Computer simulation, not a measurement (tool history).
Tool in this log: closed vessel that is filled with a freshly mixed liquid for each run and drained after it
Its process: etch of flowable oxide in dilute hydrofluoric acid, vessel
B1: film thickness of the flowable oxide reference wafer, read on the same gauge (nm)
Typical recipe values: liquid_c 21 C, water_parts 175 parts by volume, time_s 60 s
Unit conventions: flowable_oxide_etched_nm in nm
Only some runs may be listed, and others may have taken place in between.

{"run": 1, "hour": 0.0, "liquid_c": 18.5, "water_parts": 175, "time_s": 60, "B1": 109.99, "flowable_oxide_etched_nm": 12.18}
{"run": 2, "hour": 61.5, "liquid_c": 21, "water_parts": 175, "time_s": 65, "B1": 109.97, "flowable_oxide_etched_nm": 14.61}
{"run": 3, "hour": 112.1, "liquid_c": 21, "water_parts": 175, "time_s": 65, "B1": 109.97, "flowable_oxide_etched_nm": 14.94}
{"run": 4, "hour": 154.4, "liquid_c": 21, "water_parts": 175, "time_s": 65, "B1": 110.02, "flowable_oxide_etched_nm": 14.88}
{"run": 5, "hour": 195.4, "liquid_c": 21, "water_parts": 175, "time_s": 60, "B1": 109.99, "flowable_oxide_etched_nm": 13.42}
{"run": 6, "hour": 220.8, "liquid_c": 21, "water_parts": 175, "time_s": 75, "B1": 109.99, "flowable_oxide_etched_nm": 17.1}
{"run": 7, "hour": 278.6, "liquid_c": 21, "water_parts": 175, "time_s": 75, "B1": 109.99, "flowable_oxide_etched_nm": 16.9}
{"run": 8, "hour": 313.7, "liquid_c": 23, "water_parts": 140, "time_s": 60, "B1": 110, "flowable_oxide_etched_nm": 19.08}
{"run": 9, "hour": 378.8, "liquid_c": 23, "water_parts": 140, "time_s": 60, "B1": 109.99, "flowable_oxide_etched_nm": 19.29}
{"run": 10, "hour": 412.6, "liquid_c": 23, "water_parts": 140, "time_s": 60, "B1": 110.01, "flowable_oxide_etched_nm": 19.47}
{"run": 11, "hour": 456.2, "liquid_c": 24, "water_parts": 245, "time_s": 85, "B1": 110, "flowable_oxide_etched_nm": 14.25}
{"run": 12, "hour": 480.3, "liquid_c": 21, "water_parts": 260, "time_s": 90, "B1": 109.97, "flowable_oxide_etched_nm": 12.7}
{"run": 13, "hour": 534.7, "liquid_c": 21, "water_parts": 90, "time_s": 75, "B1": 109.99, "flowable_oxide_etched_nm": 36.06}
{"hour": 562.0, "done": "gauge calibrated"}
{"run": 14, "hour": 596.4, "liquid_c": 25.5, "water_parts": 240, "time_s": 75, "B1": 110.01, "flowable_oxide_etched_nm": 13.54}
{"run": 15, "hour": 636.7, "liquid_c": 21, "water_parts": 260, "time_s": 90, "B1": 109.99, "flowable_oxide_etched_nm": 12.97}
{"run": 16, "hour": 680.1, "liquid_c": 21, "water_parts": 175, "time_s": 60, "B1": 110, "flowable_oxide_etched_nm": 13.66}
{"run": 17, "hour": 722.7, "liquid_c": 21, "water_parts": 145, "time_s": 30, "B1": 110.02, "flowable_oxide_etched_nm": 8.57}
{"run": 18, "hour": 757.0, "liquid_c": 23.5, "water_parts": 255, "time_s": 50, "B1": 110, "flowable_oxide_etched_nm": 7.79}
{"run": 19, "hour": 826.3, "liquid_c": 21, "water_parts": 235, "time_s": 60, "B1": 109.99, "flowable_oxide_etched_nm": 9.58}
{"hour": 837.8, "done": "hydrofluoric acid flow meter replaced"}
{"run": 20, "hour": 855.7, "liquid_c": 21, "water_parts": 175, "time_s": 60, "B1": 110, "flowable_oxide_etched_nm": 13.55}
{"hour": 910.1, "done": "thermometer replaced"}
{"run": 21, "hour": 916.6, "liquid_c": 19.5, "water_parts": 115, "time_s": 30, "B1": 110.01, "flowable_oxide_etched_nm": 10.2}
{"run": 22, "hour": 962.9, "liquid_c": 21, "water_parts": 175, "time_s": 60, "B1": 110.02, "flowable_oxide_etched_nm": 13.53}
{"run": 23, "hour": 1009.4, "liquid_c": 18.5, "water_parts": 175, "time_s": 60, "B1": 109.97, "flowable_oxide_etched_nm": 12.38}
{"run": 24, "hour": 1092.2, "liquid_c": 23.5, "water_parts": 200, "time_s": 85, "B1": 109.99, "flowable_oxide_etched_nm": 18.23}
{"run": 25, "hour": 1143.9, "liquid_c": 17, "water_parts": 240, "time_s": 35, "B1": 109.99, "flowable_oxide_etched_nm": 4.67}
{"run": 26, "hour": 1181.0, "liquid_c": 22.5, "water_parts": 200, "time_s": 45, "B1": 110.01, "flowable_oxide_etched_nm": 9.29}
{"run": 27, "hour": 1303.1, "liquid_c": 21, "water_parts": 175, "time_s": 60, "B1": 110.01, "flowable_oxide_etched_nm": 13.9}
{"run": 28, "hour": 1387.2, "liquid_c": 17, "water_parts": 205, "time_s": 35, "B1": 110.01, "flowable_oxide_etched_nm": 5.59}
{"run": 29, "hour": 1441.6, "liquid_c": 21, "water_parts": 175, "time_s": 60, "B1": 110.02, "flowable_oxide_etched_nm": 13.48}
{"run": 30, "hour": 1490.9, "liquid_c": 21, "water_parts": 120, "time_s": 60, "B1": 110, "flowable_oxide_etched_nm": 21.01}
{"hour": 1602.1, "done": "gauge calibrated"}
{"hour": 1678.4, "done": "hydrofluoric acid flow meter replaced"}
{"run": 31, "hour": 1697.2, "liquid_c": 21, "water_parts": 175, "time_s": 60, "B1": 109.97, "flowable_oxide_etched_nm": 13.75}
{"run": 32, "hour": 1737.0, "liquid_c": 21, "water_parts": 175, "time_s": 60, "B1": 109.99, "flowable_oxide_etched_nm": 13.47}
{"run": 33, "hour": 1784.0, "liquid_c": 25.5, "water_parts": 115, "time_s": 90, "B1": 109.99, "flowable_oxide_etched_nm": 39}

Each row is a separate what-if for the run after 33, all from the same tool condition, not one after another. Results?
{"run": "A", "hour": 1784.7, "liquid_c": 21, "water_parts": 175, "time_s": 60, "B1": "?", "flowable_oxide_etched_nm": "?"}
{"run": "B", "hour": 1784.7, "liquid_c": 25.5, "water_parts": 200, "time_s": 45, "B1": "?", "flowable_oxide_etched_nm": "?"}
{"run": "C", "hour": 1784.7, "liquid_c": 26, "water_parts": 220, "time_s": 75, "B1": "?", "flowable_oxide_etched_nm": "?"}
{"run": "D", "hour": 1784.7, "liquid_c": 21, "water_parts": 255, "time_s": 85, "B1": "?", "flowable_oxide_etched_nm": "?"}

run=A B1=110 flowable_oxide_etched_nm=13.58
run=B B1=110 flowable_oxide_etched_nm=10.27
run=C B1=110 flowable_oxide_etched_nm=15.5
run=D B1=110 flowable_oxide_etched_nm=12.2
Had the tool no hidden state, the same runs would have come out as:
run=A flowable_oxide_etched_nm=13.58
run=B flowable_oxide_etched_nm=10.27
run=C flowable_oxide_etched_nm=15.5
run=D flowable_oxide_etched_nm=12.2
